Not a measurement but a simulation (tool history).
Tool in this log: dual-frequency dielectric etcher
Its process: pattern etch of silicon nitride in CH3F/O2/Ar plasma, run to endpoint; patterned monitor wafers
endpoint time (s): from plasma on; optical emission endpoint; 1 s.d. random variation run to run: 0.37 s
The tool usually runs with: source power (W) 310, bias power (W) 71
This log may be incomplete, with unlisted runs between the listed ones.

run	hour	source power (W)	bias power (W)	wafers since the last listed run	hours since the last wet clean	hours since the last source power generator calibration	hours since the last bias power generator calibration	hours since the last upper electrode change	incoming incoming film thickness, nm	endpoint time (s)
1	0	310	71	0	575.7	2287	3210.3	1879.4	36.42	52.5
2	61.9	310	71	601	637.6	2348.9	3272.2	1941.3	36.63	52.8
# hour 93.2: wet clean of the chamber
3	158.3	310	71	703	65.1	2445.3	3368.6	2037.7	36.38	53.8
4	205.4	370	71	457	112.2	2492.4	3415.7	2084.8	36.5	49.6
5	255.2	370	71	483	162	2542.2	3465.5	2134.6	36.08	48.3
6	319.1	370	71	620	225.9	2606.1	3529.4	2198.5	36.3	48.3
7	359.5	310	59	392	266.3	2646.5	3569.8	2238.9	36.31	56.2
8	446.7	310	65	846	353.5	2733.7	3657	2326.1	36.43	55.2
9	512.8	310	65	641	419.6	2799.8	3723.1	2392.2	36.13	54.4
10	559.5	330	67	453	466.3	2846.5	3769.8	2438.9	35.9	51.5
11	621.4	330	67	601	528.2	2908.4	3831.7	2500.8	36.4	51.9
# hour 703.6: wet clean of the chamber
12	709.4	310	71	621	5.8	2996.4	3919.7	2588.8	36.36	55
13	764.2	310	71	532	60.6	3051.2	3974.5	2643.6	36.57	55
14	805.2	310	71	398	101.6	3092.2	4015.5	2684.6	36.28	53.9
15	881.6	310	63	741	178	3168.6	4091.9	2761	36.51	57.1
16	970.7	310	71	865	267.1	3257.7	4181	2850.1	36.18	53.1
17	1024	360	54	517	320.4	3311	4234.3	2903.4	36.42	54.3
# hour 1066.6: source power generator calibrated
18	1093.1	350	80	632	389.5	26.5	4303.4	2972.5	36.46	48.3
# hour 1170.3: bias power generator calibrated
19	1197.6	240	84	976	494	131	27.3	3077	35.79	57.9
# hour 1264.9: upper electrode replaced, of another model than before
20	1265.4	330	66	425	561.8	198.8	95.1	0.5	36.1	50.8
21	1339.5	360	71	719	635.9	272.9	169.2	74.6	36.44	45.8
# hour 1408.3: wet clean of the chamber
22	1408.8	310	58	439	0.5	342.2	238.5	143.9	36.52	61.5
23	1484.6	310	71	736	76.3	418	314.3	219.7	36.43	54.2
24	1536.1	280	81	500	127.8	469.5	365.8	271.2	36.45	55.8
25	1630.7	310	63	918	222.4	564.1	460.4	365.8	36.35	58
26	1750.1	340	77	1159	341.8	683.5	579.8	485.2	36.31	46.7
27	1794.5	310	71	431	386.2	727.9	624.2	529.6	35.82	52.5
28	1847.9	310	83	518	439.6	781.3	677.6	583	36.54	49
29	1943.6	310	71	929	535.3	877	773.3	678.7	36.23	53.1
# hour 1978.8: wet clean of the chamber
30	2003.4	350	88	347	24.6	936.8	833.1	738.5	36.64	43.8
31	2061.4	310	71	563	82.6	994.8	891.1	796.5	36.47	54.5

Forecast each of these 3 alternatives for the next run:
A	2061.8	310	71	3	83	995.2	891.5	796.9	36.49	?
B	2061.8	240	87	3	83	995.2	891.5	796.9	36.49	?
C	2061.8	290	71	3	83	995.2	891.5	796.9	36.49	?

run	endpoint time (s)
A	54.6
B	68.6
C	58.4
Stripped of hidden state, with their random variation kept, the same runs would have yielded:
run	endpoint time (s)
A	54.9
B	69
C	58.8
